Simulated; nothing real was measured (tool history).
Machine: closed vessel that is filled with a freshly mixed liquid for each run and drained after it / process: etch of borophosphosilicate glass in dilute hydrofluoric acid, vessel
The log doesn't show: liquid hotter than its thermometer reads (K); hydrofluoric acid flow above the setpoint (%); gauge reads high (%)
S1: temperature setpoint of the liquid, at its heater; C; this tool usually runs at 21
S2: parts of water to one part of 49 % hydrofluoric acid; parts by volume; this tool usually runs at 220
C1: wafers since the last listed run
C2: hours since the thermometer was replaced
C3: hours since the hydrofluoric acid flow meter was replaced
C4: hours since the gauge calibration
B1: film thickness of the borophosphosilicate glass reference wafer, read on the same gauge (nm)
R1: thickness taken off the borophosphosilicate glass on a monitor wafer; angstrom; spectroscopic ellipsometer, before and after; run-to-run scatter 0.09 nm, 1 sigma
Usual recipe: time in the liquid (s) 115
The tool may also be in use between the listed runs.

run 1 hour=0 | S1=19.5 S2=220 time_in_the_liquid_(s)=115 | C1=0 C2=624.1 C3=389.2 C4=145.5 | B1=140 | R1=134.3
run 2 hour=45.9 | S1=23.5 S2=140 time_in_the_liquid_(s)=115 | C1=4615 C2=670 C3=435.1 C4=191.4 | B1=139.99 | R1=265.6
run 3 hour=74.3 | S1=23.5 S2=140 time_in_the_liquid_(s)=115 | C1=2855 C2=698.4 C3=463.5 C4=219.8 | B1=139.96 | R1=269.3
run 4 hour=106.3 | S1=23.5 S2=140 time_in_the_liquid_(s)=115 | C1=3217 C2=730.4 C3=495.5 C4=251.8 | B1=140 | R1=271.2
run 5 hour=237.4 | S1=21 S2=220 time_in_the_liquid_(s)=115 | C1=13181 C2=861.5 C3=626.6 C4=382.9 | B1=140.03 | R1=142.5
run 6 hour=273.3 | S1=21 S2=220 time_in_the_liquid_(s)=115 | C1=3609 C2=897.4 C3=662.5 C4=418.8 | B1=140.07 | R1=142.7
run 7 hour=312.8 | S1=21 S2=220 time_in_the_liquid_(s)=115 | C1=3971 C2=936.9 C3=702 C4=458.3 | B1=140.07 | R1=143.2
run 8 hour=361.7 | S1=21 S2=220 time_in_the_liquid_(s)=115 | C1=4916 C2=985.8 C3=750.9 C4=507.2 | B1=140.01 | R1=145
run 9 hour=429.5 | S1=21 S2=220 time_in_the_liquid_(s)=115 | C1=6817 C2=1053.6 C3=818.7 C4=575 | B1=140 | R1=144.7
-- hour=455.3 gauge calibrated
-- hour=472.2 hydrofluoric acid flow meter replaced
run 10 hour=491.6 | S1=21 S2=220 time_in_the_liquid_(s)=115 | C1=6143 C2=1115.7 C3=19.4 C4=36.3 | B1=140.01 | R1=139.8
run 11 hour=543.4 | S1=21 S2=265 time_in_the_liquid_(s)=115 | C1=5208 C2=1167.5 C3=71.2 C4=88.1 | B1=140.04 | R1=111.7
run 12 hour=611.4 | S1=21 S2=325 time_in_the_liquid_(s)=60 | C1=6837 C2=1235.5 C3=139.2 C4=156.1 | B1=139.99 | R1=45
run 13 hour=739.3 | S1=17 S2=150 time_in_the_liquid_(s)=115 | C1=12860 C2=1363.4 C3=267.1 C4=284 | B1=139.99 | R1=186.9
-- hour=744.7 thermometer replaced
run 14 hour=807.5 | S1=21 S2=220 time_in_the_liquid_(s)=115 | C1=6756 C2=62.8 C3=335.3 C4=352.2 | B1=140 | R1=140
run 15 hour=856.7 | S1=24 S2=220 time_in_the_liquid_(s)=115 | C1=4946 C2=112 C3=384.5 C4=401.4 | B1=140.01 | R1=158.7
run 16 hour=906.3 | S1=17.5 S2=160 time_in_the_liquid_(s)=65 | C1=4987 C2=161.6 C3=434.1 C4=451 | B1=139.95 | R1=102.4
run 17 hour=958.6 | S1=26 S2=260 time_in_the_liquid_(s)=145 | C1=5258 C2=213.9 C3=486.4 C4=503.3 | B1=139.96 | R1=177.9
run 18 hour=1003.9 | S1=23 S2=155 time_in_the_liquid_(s)=50 | C1=4554 C2=259.2 C3=531.7 C4=548.6 | B1=139.98 | R1=100.8
run 19 hour=1067.5 | S1=25 S2=220 time_in_the_liquid_(s)=80 | C1=6394 C2=322.8 C3=595.3 C4=612.2 | B1=139.99 | R1=114.8
-- hour=1071.2 gauge calibrated
run 20 hour=1129.4 | S1=26 S2=260 time_in_the_liquid_(s)=145 | C1=6223 C2=384.7 C3=657.2 C4=58.2 | B1=140.02 | R1=177.6

Branching from run 20: 5 alternative next runs. What would each branch give?
run A hour=1130.1 | S1=25 S2=220 time_in_the_liquid_(s)=115 | C1=70 C2=385.4 C3=657.9 C4=58.9 | B1=? | R1=?
run B hour=1130.1 | S1=17.5 S2=260 time_in_the_liquid_(s)=115 | C1=70 C2=385.4 C3=657.9 C4=58.9 | B1=? | R1=?
run C hour=1130.1 | S1=25 S2=220 time_in_the_liquid_(s)=70 | C1=70 C2=385.4 C3=657.9 C4=58.9 | B1=? | R1=?
run D hour=1130.1 | S1=22.5 S2=220 time_in_the_liquid_(s)=170 | C1=70 C2=385.4 C3=657.9 C4=58.9 | B1=? | R1=?
run E hour=1130.1 | S1=18 S2=185 time_in_the_liquid_(s)=115 | C1=70 C2=385.4 C3=657.9 C4=58.9 | B1=? | R1=?

run=A B1=139.96 R1=165.9
run=B B1=139.96 R1=102.1
run=C B1=139.96 R1=101
run=D B1=139.96 R1=223.7
run=E B1=139.96 R1=156.4
With no hidden state in the tool, these same runs would have given:
run=A R1=159.4
run=B R1=98.1
run=C R1=97
run=D R1=215
run=E R1=150.6
